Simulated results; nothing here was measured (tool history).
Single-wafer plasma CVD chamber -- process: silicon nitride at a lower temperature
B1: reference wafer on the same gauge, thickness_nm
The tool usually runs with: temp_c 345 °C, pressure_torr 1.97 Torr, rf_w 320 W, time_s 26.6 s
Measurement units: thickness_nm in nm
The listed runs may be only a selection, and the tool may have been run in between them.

Run 1, hour 0: usual settings but temp_c 352 °C, pressure_torr 2.28 Torr; B1 40.879. Result: thickness_nm 35.323 nm.
Run 2, hour 57.7: usual settings but temp_c 352 °C, pressure_torr 2.28 Torr; B1 40.864. Result: thickness_nm 35.137 nm.
Run 3, hour 121.3: usual settings but time_s 30 s; B1 40.897. Result: thickness_nm 38.247 nm.
Run 4, hour 219.6: usual settings but rf_w 285 W; B1 40.903. Result: thickness_nm 29.964 nm.
Run 5, hour 289.8: usual settings but rf_w 285 W; B1 40.875. Result: thickness_nm 30.059 nm.
Run 6, hour 370.4: usual settings; B1 40.932. Result: thickness_nm 34.085 nm.
At hour 459: thermocouple changed; heater temperature recalibrated.
Run 7, hour 461.5: usual settings; B1 40.881. Result: thickness_nm 33.865 nm.
At hour 487.2: capacitance manometer re-zeroed and calibrated.
Run 8, hour 513.7: usual settings; B1 40.884. Result: thickness_nm 33.743 nm.
At hour 521.6: gauge calibrated.
Run 9, hour 599.6: usual settings; B1 40.898. Result: thickness_nm 33.806 nm.
Run 10, hour 672.9: usual settings; B1 40.88. Result: thickness_nm 33.836 nm.
Run 11, hour 725.6: usual settings; B1 40.9. Result: thickness_nm 33.693 nm.
Run 12, hour 818.2: usual settings but rf_w 340 W; B1 40.875. Result: thickness_nm 35.751 nm.
Run 13, hour 865.2: usual settings but rf_w 340 W; B1 40.918. Result: thickness_nm 35.666 nm.
Run 14, hour 966: usual settings but rf_w 255 W; B1 40.873. Result: thickness_nm 26.249 nm.
Run 15, hour 1021.9: usual settings but temp_c 349 °C, pressure_torr 1.57 Torr, rf_w 275 W; B1 40.881. Result: thickness_nm 26.92 nm.
Run 16, hour 1079.5: usual settings but temp_c 360 °C, pressure_torr 1.74 Torr, time_s 24.5 s; B1 40.909. Result: thickness_nm 29.765 nm.
Run 17, hour 1120: usual settings but pressure_torr 1.58 Torr; B1 40.905. Result: thickness_nm 31.627 nm.
Run 18, hour 1161.5: usual settings; B1 40.912. Result: thickness_nm 33.559 nm.
Run 19, hour 1263.2: usual settings; B1 40.924. Result: thickness_nm 33.754 nm.
Run 20, hour 1331.7: usual settings; B1 40.906. Result: thickness_nm 33.926 nm.
At hour 1368.2: showerhead replaced.
Run 21, hour 1389.7: usual settings but time_s 29 s; B1 40.863. Result: thickness_nm 36.754 nm.
At hour 1436.3: RF generator calibrated.
Run 22, hour 1490: usual settings but temp_c 338 °C, pressure_torr 1.64 Torr, time_s 30.2 s; B1 40.919. Result: thickness_nm 37.428 nm.
Run 23, hour 1531.7: usual settings; B1 40.926. Result: thickness_nm 34.699 nm.
Run 24, hour 1620.3: usual settings but temp_c 334 °C, pressure_torr 1.55 Torr, time_s 23.5 s; B1 40.884. Result: thickness_nm 28.53 nm.
Run 25, hour 1672.8: usual settings but temp_c 338 °C, pressure_torr 2.21 Torr; B1 40.88. Result: thickness_nm 35.761 nm.
Run 26, hour 1773.4: usual settings but rf_w 285 W, time_s 22.7 s; B1 40.934. Result: thickness_nm 26.081 nm.

For run 27, what comes out?
Run 27, hour 1863.2: usual settings but pressure_torr 2.45 Torr, rf_w 385 W; B1 ?. Result: thickness_nm ?.

Run 27 yielded B1 40.89, thickness_nm 42.966 nm.
With no hidden state in the tool, this same run would have given thickness_nm 43.453 nm.
